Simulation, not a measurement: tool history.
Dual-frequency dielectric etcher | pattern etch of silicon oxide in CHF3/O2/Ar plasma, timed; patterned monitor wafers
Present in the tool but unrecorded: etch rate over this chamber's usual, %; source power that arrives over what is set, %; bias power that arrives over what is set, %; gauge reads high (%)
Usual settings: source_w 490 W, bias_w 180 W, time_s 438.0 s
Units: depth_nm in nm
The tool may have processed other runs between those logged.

| run | hour | source_w | bias_w | time_s | wafers since the last listed run | hours since the last wet clean | hours since the last source power generator calibration | hours since the last bias power generator calibration | hours since the last upper electrode change | hours since the gauge calibration | read-back reference wafer on the same gauge, depth_nm | depth_nm |
|---|---|---|---|---|---|---|---|---|---|---|---|---|
| 1 | 0.0 | 490 | 180 | 438.0 | 0 | 253.0 | 3467.3 | 3786.2 | 4125.6 | 397.8 | 761.0 | 900.3 |
| 2 | 10.0 | 490 | 180 | 438.0 | 43 | 263.0 | 3477.3 | 3796.2 | 4135.6 | 407.8 | 761.0 | 898.2 |
|  | 33.5 | gauge calibrated |
|  | 34.7 | upper electrode replaced |
| 3 | 35.2 | 490 | 180 | 438.0 | 5 | 288.2 | 3502.5 | 3821.4 | 0.5 | 1.7 | 760.9 | 910.1 |
| 4 | 38.6 | 490 | 180 | 438.0 | 14 | 291.6 | 3505.9 | 3824.8 | 3.9 | 5.1 | 761.9 | 906.8 |
| 5 | 54.3 | 490 | 180 | 438.0 | 67 | 307.3 | 3521.6 | 3840.5 | 19.6 | 20.8 | 760.4 | 911.7 |
| 6 | 67.5 | 490 | 180 | 438.0 | 57 | 320.5 | 3534.8 | 3853.7 | 32.8 | 34.0 | 760.0 | 904.2 |
| 7 | 81.1 | 490 | 180 | 438.0 | 58 | 334.1 | 3548.4 | 3867.3 | 46.4 | 47.6 | 761.5 | 911.3 |
|  | 98.8 | source power generator calibrated |
|  | 105.2 | wet clean of the chamber |
| 8 | 105.7 | 490 | 180 | 438.0 | 61 | 0.5 | 6.9 | 3891.9 | 71.0 | 72.2 | 760.5 | 885.4 |
| 9 | 106.2 | 490 | 180 | 438.0 | 2 | 1.0 | 7.4 | 3892.4 | 71.5 | 72.7 | 760.5 | 883.0 |
| 10 | 113.2 | 560 | 217 | 479.5 | 30 | 8.0 | 14.4 | 3899.4 | 78.5 | 79.7 | 761.1 | 1129.7 |
| 11 | 125.7 | 490 | 180 | 438.0 | 53 | 20.5 | 26.9 | 3911.9 | 91.0 | 92.2 | 761.0 | 880.9 |
| 12 | 131.9 | 490 | 180 | 554.0 | 26 | 26.7 | 33.1 | 3918.1 | 97.2 | 98.4 | 759.9 | 1121.7 |
| 13 | 139.6 | 540 | 169 | 506.5 | 33 | 34.4 | 40.8 | 3925.8 | 104.9 | 106.1 | 761.3 | 1030.8 |
| 14 | 147.7 | 490 | 156 | 438.0 | 34 | 42.5 | 48.9 | 3933.9 | 113.0 | 114.2 | 760.9 | 819.4 |
| 15 | 153.8 | 520 | 180 | 325.0 | 26 | 48.6 | 55.0 | 3940.0 | 119.1 | 120.3 | 760.6 | 672.6 |
|  | 190.4 | bias power generator calibrated |
| 16 | 198.8 | 490 | 180 | 438.0 | 177 | 93.6 | 100.0 | 8.4 | 164.1 | 165.3 | 761.0 | 895.5 |
| 17 | 210.9 | 380 | 163 | 438.0 | 52 | 105.7 | 112.1 | 20.5 | 176.2 | 177.4 | 761.5 | 765.2 |
| 18 | 219.9 | 420 | 147 | 396.5 | 38 | 114.7 | 121.1 | 29.5 | 185.2 | 186.4 | 761.1 | 680.2 |
| 19 | 236.8 | 410 | 180 | 331.0 | 72 | 131.6 | 138.0 | 46.4 | 202.1 | 203.3 | 761.4 | 630.2 |
| 20 | 252.1 | 430 | 210 | 489.0 | 66 | 146.9 | 153.3 | 61.7 | 217.4 | 218.6 | 761.0 | 1036.1 |
| 21 | 263.6 | 490 | 180 | 542.0 | 49 | 158.4 | 164.8 | 73.2 | 228.9 | 230.1 | 761.0 | 1110.4 |
| 22 | 270.6 | 400 | 212 | 497.5 | 30 | 165.4 | 171.8 | 80.2 | 235.9 | 237.1 | 760.7 | 1031.0 |
| 23 | 287.6 | 610 | 180 | 343.5 | 73 | 182.4 | 188.8 | 97.2 | 252.9 | 254.1 | 761.2 | 765.3 |
| 24 | 302.4 | 540 | 207 | 367.5 | 63 | 197.2 | 203.6 | 112.0 | 267.7 | 268.9 | 760.8 | 844.7 |
| 25 | 308.5 | 490 | 180 | 438.0 | 26 | 203.3 | 209.7 | 118.1 | 273.8 | 275.0 | 761.7 | 904.9 |
| 26 | 317.0 | 520 | 200 | 438.0 | 36 | 211.8 | 218.2 | 126.6 | 282.3 | 283.5 | 760.3 | 979.7 |
| 27 | 328.1 | 490 | 180 | 438.0 | 47 | 222.9 | 229.3 | 137.7 | 293.4 | 294.6 | 760.8 | 900.8 |
| 28 | 336.3 | 390 | 152 | 506.0 | 35 | 231.1 | 237.5 | 145.9 | 301.6 | 302.8 | 761.4 | 869.4 |
| 29 | 374.8 | 400 | 152 | 438.0 | 166 | 269.6 | 276.0 | 184.4 | 340.1 | 341.3 | 761.2 | 761.8 |
| 30 | 404.0 | 490 | 180 | 438.0 | 126 | 298.8 | 305.2 | 213.6 | 369.3 | 370.5 | 760.7 | 914.8 |
| 31 | 415.4 | 490 | 180 | 438.0 | 49 | 310.2 | 316.6 | 225.0 | 380.7 | 381.9 | 761.8 | 910.1 |

Consider 3 possible next runs. They are alternatives, not a sequence: every one starts from the tool as it was left by run 31. What does each give?
| A | 415.9 | 490 | 180 | 438.0 | 2 | 310.7 | 317.1 | 225.5 | 381.2 | 382.4 | ? | ? |
| B | 415.9 | 490 | 164 | 438.0 | 2 | 310.7 | 317.1 | 225.5 | 381.2 | 382.4 | ? | ? |
| C | 415.9 | 420 | 214 | 512.5 | 2 | 310.7 | 317.1 | 225.5 | 381.2 | 382.4 | ? | ? |

| run | read-back reference wafer on the same gauge, depth_nm | depth_nm |
|---|---|---|
| A | 760.8 | 913.4 |
| B | 760.8 | 867.6 |
| C | 760.8 | 1104.3 |
Had the tool no hidden state, the same runs would have come out as:
| run | depth_nm |
|---|---|
| A | 878.6 |
| B | 834.5 |
| C | 1062.2 |

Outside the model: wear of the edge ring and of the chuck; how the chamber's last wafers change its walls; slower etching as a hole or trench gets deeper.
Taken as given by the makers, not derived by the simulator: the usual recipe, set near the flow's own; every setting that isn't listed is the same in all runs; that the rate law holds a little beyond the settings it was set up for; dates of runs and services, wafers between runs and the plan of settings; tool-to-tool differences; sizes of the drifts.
